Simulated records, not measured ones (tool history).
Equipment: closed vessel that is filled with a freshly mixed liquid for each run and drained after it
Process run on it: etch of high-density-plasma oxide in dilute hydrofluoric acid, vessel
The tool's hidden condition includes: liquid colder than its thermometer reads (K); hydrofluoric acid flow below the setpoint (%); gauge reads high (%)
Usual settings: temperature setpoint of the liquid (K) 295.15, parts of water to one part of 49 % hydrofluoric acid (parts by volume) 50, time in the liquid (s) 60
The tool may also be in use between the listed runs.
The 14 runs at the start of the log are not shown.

run,hour,temperature setpoint of the liquid (K),parts of water to one part of 49 % hydrofluoric acid (parts by volume),time in the liquid (s),wafers since the last listed run,hours since the thermometer was replaced,hours since the hydrofluoric acid flow meter was replaced,hours since the gauge calibration,"read-back film thickness of the high-density-plasma oxide reference wafer, read on the same gauge (nm)",thickness taken off the high-density-plasma oxide on a monitor wafer (Å)
15,394.9,293.15,50,60,1976,127.5,1296.4,1104.9,110.01,87.6
16,430.3,290.15,50,60,2235,162.9,1331.8,1140.3,109.99,77.4
17,464.4,296.65,60,45,2153,197.0,1365.9,1174.4,110.00,62.4
18,489.7,297.65,30,60,1597,222.3,1391.2,1199.7,110.00,181.9
19,511.7,295.15,45,60,1389,244.3,1413.2,1221.7,109.99,106.4
# hour 530.9: gauge calibrated
20,530.9,293.65,50,45,1212,263.5,1432.4,0.0,110.02,67.0
21,565.9,295.15,50,40,2210,298.5,1467.4,35.0,109.98,63.0
22,588.0,295.15,50,60,1395,320.6,1489.5,57.1,110.03,94.6
# hour 610.2: hydrofluoric acid flow meter replaced
23,620.0,295.15,45,60,1957,352.6,9.8,89.1,110.03,110.4
24,643.4,296.65,50,70,1477,376.0,33.2,112.5,109.97,123.4
25,659.8,293.65,50,75,1035,392.4,49.6,128.9,109.98,115.6
26,739.9,297.15,75,35,5058,472.5,129.7,209.0,110.01,40.4
27,759.9,295.15,40,35,1262,492.5,149.7,229.0,110.05,72.4
28,774.9,297.65,50,70,947,507.5,164.7,244.0,110.00,127.4
29,796.7,295.15,50,60,1376,529.3,186.5,265.8,109.96,97.3
30,817.3,300.15,70,75,1300,549.9,207.1,286.4,109.95,104.4
31,833.1,295.15,40,75,997,565.7,222.9,302.2,110.01,154.2

Each row is a separate what-if for the run after 31, all from the same tool condition, not one after another. Results?
A,833.8,295.15,65,60,44,566.4,223.6,302.9,?,?
B,833.8,293.65,50,30,44,566.4,223.6,302.9,?,?
C,833.8,295.15,55,75,44,566.4,223.6,302.9,?,?
D,833.8,295.15,35,50,44,566.4,223.6,302.9,?,?
E,833.8,293.65,55,40,44,566.4,223.6,302.9,?,?

run,"read-back film thickness of the high-density-plasma oxide reference wafer, read on the same gauge (nm)",thickness taken off the high-density-plasma oxide on a monitor wafer (Å)
A,110.04,73.2
B,110.04,45.5
C,110.04,109.4
D,110.04,117.6
E,110.04,54.8
Without the tool's unlogged condition, the same runs would have read:
run,thickness taken off the high-density-plasma oxide on a monitor wafer (Å)
A,75.6
B,47.0
C,113.1
D,121.6
E,56.7

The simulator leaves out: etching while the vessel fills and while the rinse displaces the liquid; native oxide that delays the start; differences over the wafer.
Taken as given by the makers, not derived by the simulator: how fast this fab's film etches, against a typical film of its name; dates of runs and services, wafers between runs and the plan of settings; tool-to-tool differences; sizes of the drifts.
